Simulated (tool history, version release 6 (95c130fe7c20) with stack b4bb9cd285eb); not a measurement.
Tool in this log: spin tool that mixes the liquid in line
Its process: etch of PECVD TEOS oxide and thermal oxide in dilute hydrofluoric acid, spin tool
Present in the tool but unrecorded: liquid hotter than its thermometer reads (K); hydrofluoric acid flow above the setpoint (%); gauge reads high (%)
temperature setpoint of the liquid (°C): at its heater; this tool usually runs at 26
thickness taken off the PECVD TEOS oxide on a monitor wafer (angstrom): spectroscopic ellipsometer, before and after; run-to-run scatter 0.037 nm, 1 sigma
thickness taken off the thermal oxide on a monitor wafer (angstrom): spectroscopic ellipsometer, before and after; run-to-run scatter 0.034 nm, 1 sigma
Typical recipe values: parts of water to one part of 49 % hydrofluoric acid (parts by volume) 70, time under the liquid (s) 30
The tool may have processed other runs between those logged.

| run | hour | temperature setpoint of the liquid (°C) | parts of water to one part of 49 % hydrofluoric acid (parts by volume) | time under the liquid (s) | wafers since the last listed run | hours since the thermometer was replaced | hours since the hydrofluoric acid flow meter was replaced | hours since the gauge calibration | read-back film thickness of the PECVD TEOS oxide reference wafer, read on the same gauge (nm) | read-back film thickness of the thermal oxide reference wafer, read on the same gauge (nm) | thickness taken off the PECVD TEOS oxide on a monitor wafer (angstrom) | thickness taken off the thermal oxide on a monitor wafer (angstrom) |
|---|---|---|---|---|---|---|---|---|---|---|---|---|
| 1 | 0 | 26 | 70 | 30 | 0 | 2436.5 | 7.3 | 1656.5 | 70 | 140.022 | 59.8 | 25.04 |
| 2 | 69.6 | 24 | 70 | 30 | 1469 | 2506.1 | 76.9 | 1726.1 | 69.99 | 140.005 | 54.1 | 23.45 |
|  | 73.8 | gauge calibrated |
| 3 | 111 | 24 | 70 | 30 | 874 | 2547.5 | 118.3 | 37.2 | 70.01 | 140.049 | 53.9 | 23.34 |
| 4 | 174.8 | 24 | 70 | 30 | 1347 | 2611.3 | 182.1 | 101 | 69.97 | 139.986 | 54.4 | 23.64 |
| 5 | 275.3 | 26 | 70 | 30 | 2122 | 2711.8 | 282.6 | 201.5 | 69.99 | 140.047 | 59.2 | 25.48 |
| 6 | 324.7 | 30 | 60 | 35 | 1043 | 2761.2 | 332 | 250.9 | 70.01 | 140.005 | 95.8 | 40.41 |
| 7 | 373.5 | 26 | 60 | 40 | 1030 | 2810 | 380.8 | 299.7 | 70 | 140.026 | 94.1 | 39.92 |
|  | 415.9 | thermometer replaced |
| 8 | 428.6 | 30.5 | 95 | 35 | 1142 | 12.7 | 435.9 | 354.8 | 70.01 | 139.98 | 58.5 | 25.3 |
| 9 | 472.5 | 21.5 | 40 | 20 | 927 | 56.6 | 479.8 | 398.7 | 70.02 | 140.005 | 59.9 | 25.42 |
| 10 | 510.7 | 22.5 | 85 | 25 | 806 | 94.8 | 518 | 436.9 | 70.02 | 139.991 | 34.3 | 14.68 |
| 11 | 563.9 | 30.5 | 70 | 15 | 1123 | 148 | 571.2 | 490.1 | 70 | 140.013 | 35.4 | 15.39 |
| 12 | 604.7 | 30.5 | 95 | 35 | 861 | 188.8 | 612 | 530.9 | 70.03 | 139.983 | 58.5 | 25.02 |
| 13 | 664.5 | 28 | 55 | 45 | 1263 | 248.6 | 671.8 | 590.7 | 70.01 | 140.014 | 125.1 | 54.04 |
| 14 | 723.8 | 24 | 55 | 20 | 1252 | 307.9 | 731.1 | 650 | 70 | 139.995 | 47 | 19.91 |
| 15 | 768.5 | 26 | 70 | 30 | 944 | 352.6 | 775.8 | 694.7 | 70.01 | 139.988 | 58.7 | 25.51 |
| 16 | 820.1 | 26 | 85 | 30 | 1089 | 404.2 | 827.4 | 746.3 | 70.02 | 140.008 | 47.9 | 20.49 |
| 17 | 881.2 | 23 | 70 | 30 | 1290 | 465.3 | 888.5 | 807.4 | 70 | 139.993 | 51.8 | 22.28 |
| 18 | 925.3 | 28.5 | 70 | 30 | 931 | 509.4 | 932.6 | 851.5 | 70.02 | 140.013 | 65.3 | 27.7 |
| 19 | 990.3 | 26 | 70 | 35 | 1372 | 574.4 | 997.6 | 916.5 | 70.02 | 139.983 | 68.7 | 29.73 |
| 20 | 1037.1 | 24.5 | 85 | 20 | 988 | 621.2 | 1044.4 | 963.3 | 70 | 139.998 | 29.9 | 12.74 |
| 21 | 1076.6 | 26 | 70 | 30 | 834 | 660.7 | 1083.9 | 1002.8 | 69.98 | 139.994 | 58.7 | 25.16 |
| 22 | 1124.7 | 26 | 70 | 30 | 1015 | 708.8 | 1132 | 1050.9 | 70.04 | 140.014 | 58.8 | 25.72 |
| 23 | 1177.1 | 26 | 70 | 30 | 1106 | 761.2 | 1184.4 | 1103.3 | 70 | 139.978 | 59.4 | 24.63 |
| 24 | 1231.3 | 26 | 95 | 30 | 1144 | 815.4 | 1238.6 | 1157.5 | 70 | 140.012 | 41.7 | 17.73 |
| 25 | 1261.2 | 24.5 | 35 | 30 | 631 | 845.3 | 1268.5 | 1187.4 | 70 | 139.982 | 115.9 | 49.44 |

Hidden state at the last listed run before each entry between runs and at the first one after, where it differs:
In the gap between runs 2 and 3: gauge calibrated (hour 73.8)
  the hidden state is the same at both runs
In the gap between runs 7 and 8: thermometer replaced (hour 415.9)
  the hidden state is the same at both runs
